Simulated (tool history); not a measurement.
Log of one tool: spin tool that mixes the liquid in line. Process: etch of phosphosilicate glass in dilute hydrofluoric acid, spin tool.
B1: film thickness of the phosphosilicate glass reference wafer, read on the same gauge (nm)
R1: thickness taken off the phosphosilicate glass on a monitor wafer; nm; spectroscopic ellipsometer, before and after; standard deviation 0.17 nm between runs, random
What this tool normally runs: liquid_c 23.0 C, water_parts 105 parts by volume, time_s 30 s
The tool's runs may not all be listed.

run 1 hour=0.0 | liquid_c=22.0 water_parts=105 time_s=30 | B1=150.01 | R1=22.66
run 2 hour=24.7 | liquid_c=22.0 water_parts=105 time_s=30 | B1=150.00 | R1=22.71
run 3 hour=53.6 | liquid_c=23.0 water_parts=105 time_s=30 | B1=150.00 | R1=23.52
run 4 hour=82.3 | liquid_c=23.0 water_parts=105 time_s=30 | B1=150.00 | R1=23.69
run 5 hour=144.3 | liquid_c=25.0 water_parts=105 time_s=30 | B1=150.00 | R1=26.00
run 6 hour=185.7 | liquid_c=23.0 water_parts=105 time_s=30 | B1=150.00 | R1=24.08
run 7 hour=222.3 | liquid_c=23.0 water_parts=105 time_s=30 | B1=150.01 | R1=23.81
run 8 hour=250.0 | liquid_c=23.0 water_parts=105 time_s=30 | B1=149.99 | R1=24.08
run 9 hour=284.4 | liquid_c=23.0 water_parts=105 time_s=30 | B1=150.00 | R1=24.18
-- hour=286.4 gauge calibrated
run 10 hour=311.9 | liquid_c=23.0 water_parts=140 time_s=30 | B1=150.01 | R1=17.19
run 11 hour=368.9 | liquid_c=26.5 water_parts=125 time_s=40 | B1=150.00 | R1=30.06
run 12 hour=428.8 | liquid_c=23.0 water_parts=120 time_s=25 | B1=150.00 | R1=17.41
-- hour=459.7 thermometer replaced
run 13 hour=475.4 | liquid_c=23.0 water_parts=105 time_s=30 | B1=150.02 | R1=22.01
run 14 hour=531.3 | liquid_c=23.0 water_parts=105 time_s=30 | B1=149.99 | R1=21.94
run 15 hour=556.1 | liquid_c=25.0 water_parts=120 time_s=15 | B1=150.01 | R1=10.10
-- hour=581.6 hydrofluoric acid flow meter replaced
run 16 hour=616.1 | liquid_c=19.0 water_parts=105 time_s=20 | B1=150.01 | R1=12.70
run 17 hour=649.9 | liquid_c=23.0 water_parts=135 time_s=30 | B1=149.99 | R1=16.77
run 18 hour=692.5 | liquid_c=23.0 water_parts=105 time_s=45 | B1=150.00 | R1=33.42
run 19 hour=731.0 | liquid_c=24.5 water_parts=60 time_s=45 | B1=149.98 | R1=66.24
run 20 hour=794.3 | liquid_c=24.5 water_parts=105 time_s=30 | B1=150.01 | R1=23.53

Results for each run, recomputed without the tool's hidden state and with each run's random variation untouched:
Hidden state present: liquid hotter than its thermometer reads (K); hydrofluoric acid flow above the setpoint (%); gauge reads high (%).
run=1 R1=20.63
run=2 R1=20.64
run=3 R1=21.36
run=4 R1=21.48
run=5 R1=23.54
run=6 R1=21.71
run=7 R1=21.42
run=8 R1=21.63
run=9 R1=21.68
run=10 R1=15.43
run=11 R1=26.97
run=12 R1=15.51
run=13 R1=21.58
run=14 R1=21.46
run=15 R1=9.87
run=16 R1=12.35
run=17 R1=16.30
run=18 R1=32.38
run=19 R1=63.99
run=20 R1=22.68

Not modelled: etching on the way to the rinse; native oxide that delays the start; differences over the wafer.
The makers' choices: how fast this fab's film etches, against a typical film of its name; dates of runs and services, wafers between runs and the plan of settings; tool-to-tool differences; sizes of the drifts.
